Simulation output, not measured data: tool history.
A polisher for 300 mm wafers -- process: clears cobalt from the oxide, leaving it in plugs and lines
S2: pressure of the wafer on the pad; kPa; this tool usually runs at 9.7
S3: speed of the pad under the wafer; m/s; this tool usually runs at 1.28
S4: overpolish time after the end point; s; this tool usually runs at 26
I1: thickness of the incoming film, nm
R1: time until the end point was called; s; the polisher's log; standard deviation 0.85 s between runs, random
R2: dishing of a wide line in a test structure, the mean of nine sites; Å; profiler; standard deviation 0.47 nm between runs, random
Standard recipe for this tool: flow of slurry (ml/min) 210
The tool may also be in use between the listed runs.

{"run": 1, "day": 0.0, "flow of slurry (ml/min)": 210, "S2": 9.7, "S3": 1.28, "S4": 26, "I1": 191, "R1": 50.1, "R2": 405}
{"run": 2, "day": 2.354, "flow of slurry (ml/min)": 210, "S2": 9.7, "S3": 1.28, "S4": 26, "I1": 191.3, "R1": 54.1, "R2": 406}
{"run": 3, "day": 4.867, "flow of slurry (ml/min)": 210, "S2": 9.7, "S3": 1.28, "S4": 26, "I1": 192.8, "R1": 53.6, "R2": 406}
{"run": 4, "day": 7.171, "flow of slurry (ml/min)": 210, "S2": 9.7, "S3": 1.28, "S4": 26, "I1": 186.7, "R1": 47.7, "R2": 407}
{"run": 5, "day": 8.817, "flow of slurry (ml/min)": 210, "S2": 9.7, "S3": 1.28, "S4": 18, "I1": 188.7, "R1": 50.6, "R2": 348}
{"run": 6, "day": 10.925, "flow of slurry (ml/min)": 210, "S2": 9.7, "S3": 1.28, "S4": 18, "I1": 190.9, "R1": 56, "R2": 342}
{"run": 7, "day": 12.892, "flow of slurry (ml/min)": 210, "S2": 9.7, "S3": 1.28, "S4": 26, "I1": 190.7, "R1": 55, "R2": 390}
{"run": 8, "day": 15.092, "flow of slurry (ml/min)": 210, "S2": 9.7, "S3": 1.28, "S4": 26, "I1": 188.2, "R1": 53.9, "R2": 395}
{"run": 9, "day": 17.15, "flow of slurry (ml/min)": 210, "S2": 9.7, "S3": 1.28, "S4": 26, "I1": 191, "R1": 53, "R2": 395}
{"run": 10, "day": 18.975, "flow of slurry (ml/min)": 210, "S2": 9.7, "S3": 1.28, "S4": 26, "I1": 189.2, "R1": 54.8, "R2": 394}
{"run": 11, "day": 20.479, "flow of slurry (ml/min)": 210, "S2": 9.7, "S3": 1.28, "S4": 26, "I1": 191.4, "R1": 57.1, "R2": 384}
{"run": 12, "day": 24.162, "flow of slurry (ml/min)": 140, "S2": 11.7, "S3": 0.98, "S4": 13, "I1": 187.1, "R1": 49.2, "R2": 304}
{"run": 13, "day": 25.979, "flow of slurry (ml/min)": 210, "S2": 7.6, "S3": 1.28, "S4": 12, "I1": 188.1, "R1": 59.4, "R2": 250}
{"run": 14, "day": 28.054, "flow of slurry (ml/min)": 210, "S2": 9.7, "S3": 1.28, "S4": 26, "I1": 190.2, "R1": 51.2, "R2": 415}
{"run": 15, "day": 30.558, "flow of slurry (ml/min)": 280, "S2": 6.9, "S3": 1.52, "S4": 39, "I1": 192.1, "R1": 60.8, "R2": 430}
{"run": 16, "day": 32.404, "flow of slurry (ml/min)": 210, "S2": 9.7, "S3": 1.28, "S4": 26, "I1": 191.2, "R1": 48.5, "R2": 410}
{"run": 17, "day": 34.721, "flow of slurry (ml/min)": 210, "S2": 9.7, "S3": 1.28, "S4": 26, "I1": 193.5, "R1": 52.6, "R2": 404}
{"run": 18, "day": 36.825, "flow of slurry (ml/min)": 210, "S2": 8.3, "S3": 1.5, "S4": 26, "I1": 190.4, "R1": 55.7, "R2": 399}
{"run": 19, "day": 39.492, "flow of slurry (ml/min)": 160, "S2": 12.4, "S3": 1.28, "S4": 26, "I1": 191.4, "R1": 43.2, "R2": 421}
{"run": 20, "day": 41.112, "flow of slurry (ml/min)": 165, "S2": 9.7, "S3": 1.28, "S4": 41, "I1": 188.6, "R1": 56.8, "R2": 436}
{"run": 21, "day": 44.0, "flow of slurry (ml/min)": 170, "S2": 12.4, "S3": 1.1, "S4": 26, "I1": 187.5, "R1": 45.4, "R2": 413}
{"run": 22, "day": 45.188, "flow of slurry (ml/min)": 155, "S2": 11.7, "S3": 1.08, "S4": 31, "I1": 189, "R1": 52.8, "R2": 417}
{"run": 23, "day": 46.504, "flow of slurry (ml/min)": 250, "S2": 10.3, "S3": 1.08, "S4": 26, "I1": 188.7, "R1": 54.1, "R2": 399}

Missing from the log above: 8 entries noted between runs. For each, name the pair of listed runs it sits between and say how the tool's hidden condition differs from the listed run just before to the listed run just after:
In the gap between runs 2 and 3: head pressure recalibrated (day 3.554)
  removal rate lost through wear of the pad, %: 10.1 -> 12; slurry flow missing at the pad, %: 14.1 -> 16.8
  measured less the result without the state, R1: +6.5 -> +7.8 s; R2: -15 -> -18 Å
In the gap between runs 3 and 4: worn pad replaced by a new one (day 6.829)
  removal rate lost through wear of the pad, %: 12 -> 1.95; slurry flow missing at the pad, %: 16.8 -> 19.7
  measured less the result without the state, R1: +7.8 -> +2.5 s; R2: -18 -> -6 Å
In the gap between runs 8 and 9: worn pad replaced by a new one (day 15.592)
  removal rate lost through wear of the pad, %: 12.4 -> 6.69; slurry flow missing at the pad, %: 31.9 -> 35.6
  measured less the result without the state, R1: +9.7 -> +7.4 s; R2: -24 -> -17 Å
In the gap between runs 11 and 12: worn pad replaced by a new one (day 24.058); slurry nozzle cleaned (day 24.125)
  removal rate lost through wear of the pad, %: 11.7 -> 0.824; slurry flow missing at the pad, %: 42.3 -> 5.36
  measured less the result without the state, R1: +11.8 -> +1 s; R2: -27 -> -3 Å
In the gap between runs 15 and 16: worn pad replaced by a new one (day 32.283)
  removal rate lost through wear of the pad, %: 11.5 -> 2.78; slurry flow missing at the pad, %: 6.59 -> 7.39
  measured less the result without the state, R1: +7.4 -> +1.9 s; R2: -10 -> -5 Å
In the gap between runs 16 and 17: head pressure recalibrated (day 33.233)
  removal rate lost through wear of the pad, %: 2.78 -> 9.17; slurry flow missing at the pad, %: 7.39 -> 8.69
  measured less the result without the state, R1: +1.9 -> +5.4 s; R2: -5 -> -12 Å
In the gap between runs 20 and 21: worn pad replaced by a new one (day 41.383)
  removal rate lost through wear of the pad, %: 14.2 -> 7.85; slurry flow missing at the pad, %: 13.9 -> 17.1
  measured less the result without the state, R1: +9.5 -> +5 s; R2: -10 -> -11 Å
